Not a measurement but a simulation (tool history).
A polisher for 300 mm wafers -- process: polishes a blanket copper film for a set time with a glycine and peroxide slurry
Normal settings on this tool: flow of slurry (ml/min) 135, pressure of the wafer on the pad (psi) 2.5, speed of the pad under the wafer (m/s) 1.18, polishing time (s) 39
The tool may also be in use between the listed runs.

run	hour	flow of slurry (ml/min)	pressure of the wafer on the pad (psi)	speed of the pad under the wafer (m/s)	polishing time (s)	incoming thickness of the incoming film, nm	film removed (nm)
1	0	135	2.9	1.18	29	1074.5	144.1
2	28.8	135	2.9	1.18	29	1072.7	146.2
3	59.4	135	2.9	1.18	29	1063	143
4	129.2	135	2.5	1.18	39	1080.7	167.2
# hour 220.1: slurry nozzle cleaned
5	294.1	135	2.5	1.18	39	1085.1	186.3
6	346.1	135	2.5	1.18	39	1060.9	181.4
7	376.5	135	2.5	1.18	39	1074.3	181.7
# hour 413.7: head pressure recalibrated
8	427.4	135	2.5	1.18	39	1059.8	177
# hour 436.2: worn pad replaced by a new one
9	470.2	135	2.5	1.18	39	1063.2	178.8
10	495.2	135	2.5	1.18	39	1060.1	175.6
11	564	135	2.5	1.18	39	1079.3	180.5
# hour 731.4: slurry nozzle cleaned
12	778	135	2.5	1.18	39	1055.4	185.9
13	831.6	135	2.5	1.18	39	1083.6	186.7
14	883	115	2.8	1.52	48	1075.8	295.5
# hour 904.5: worn pad replaced by a new one, of another model than before
15	914.7	95	2.5	0.82	52	1081.8	169.2
# hour 930.8: head pressure recalibrated
16	957.5	135	2.5	1.18	39	1073.3	180.7
17	1021	110	2.5	0.96	39	1070	147.3
18	1067.8	135	2.5	1.18	39	1083.8	171.7
19	1125.5	135	2.5	1.18	39	1087	169.7
# hour 1159.3: slurry nozzle cleaned
20	1259.3	135	2.5	1.6	39	1072.6	215.7
21	1302.8	95	2.5	1.18	28	1078.2	107.6
# hour 1332: worn pad replaced by a new one
22	1370.4	135	2.5	1.18	39	1085.2	178.4
23	1423.6	170	2.1	1.56	51	1060.6	246.3
# hour 1437.7: head pressure recalibrated
24	1466.5	135	2.5	1.6	51	1077.4	268.4
# hour 1592: slurry nozzle cleaned
25	1600.3	165	3	1.18	34	1074.9	198.6
26	1658.5	135	2.5	1.18	32	1069.7	150.1
27	1729.6	135	3	1.18	48	1061.4	258.6
28	1758.5	135	2.5	1.18	39	1078	181.9
29	1784	135	2.5	1.18	39	1067.6	180.3
30	1823.4	160	2.2	1.18	39	1060.4	163.2
31	1849.2	135	2.1	1.52	39	1074.8	167.1
# hour 1869.7: worn pad replaced by a new one
# hour 1891.2: head pressure recalibrated
32	1897.7	135	2.5	1.18	39	1053.3	171.5
33	1949.9	135	3.1	1.18	39	1050.7	202.4
34	2007.5	175	3	1.18	28	1069.2	152.5
# hour 2019.1: slurry nozzle cleaned
35	2074.5	135	2.5	1.18	47	1082.7	211.5

Pick out some run-to-run changes in film removed (nm). Of each, how much would a tool without hidden state show as well, from the settings, what came in and chance, and how much is left for the hidden state and any gauge scatter not in both results compared?
Hidden state at play: removal rate lost through wear of the pad, %; slurry flow missing at the pad, %; deviation of the head's pressure from its setpoint, %.
Run 4 -> 5: slurry nozzle cleaned. film removed (nm) +19.1: hidden state +12.6, all else +6.5.
Run 13 -> 14: flow of slurry (ml/min) 135 -> 115, pressure of the wafer on the pad (psi) 2.5 -> 2.8, speed of the pad under the wafer (m/s) 1.18 -> 1.52, polishing time (s) 39 -> 48. film removed (nm) +108.8: hidden state -4.4, all else +113.2.
Run 14 -> 15: flow of slurry (ml/min) 115 -> 95, pressure of the wafer on the pad (psi) 2.8 -> 2.5, speed of the pad under the wafer (m/s) 1.52 -> 0.82, polishing time (s) 48 -> 52, worn pad replaced by a new one, of another model than before. film removed (nm) -126.3: hidden state -3.5, all else -122.8.
Run 19 -> 20: speed of the pad under the wafer (m/s) 1.18 -> 1.6, slurry nozzle cleaned. film removed (nm) +46: hidden state +11, all else +35.
Run 24 -> 25: flow of slurry (ml/min) 135 -> 165, pressure of the wafer on the pad (psi) 2.5 -> 3, speed of the pad under the wafer (m/s) 1.6 -> 1.18, polishing time (s) 51 -> 34, slurry nozzle cleaned. film removed (nm) -69.8: hidden state +19.2, all else -89.
Run 26 -> 27: pressure of the wafer on the pad (psi) 2.5 -> 3, polishing time (s) 32 -> 48. film removed (nm) +108.5: hidden state -6.4, all else +114.9.
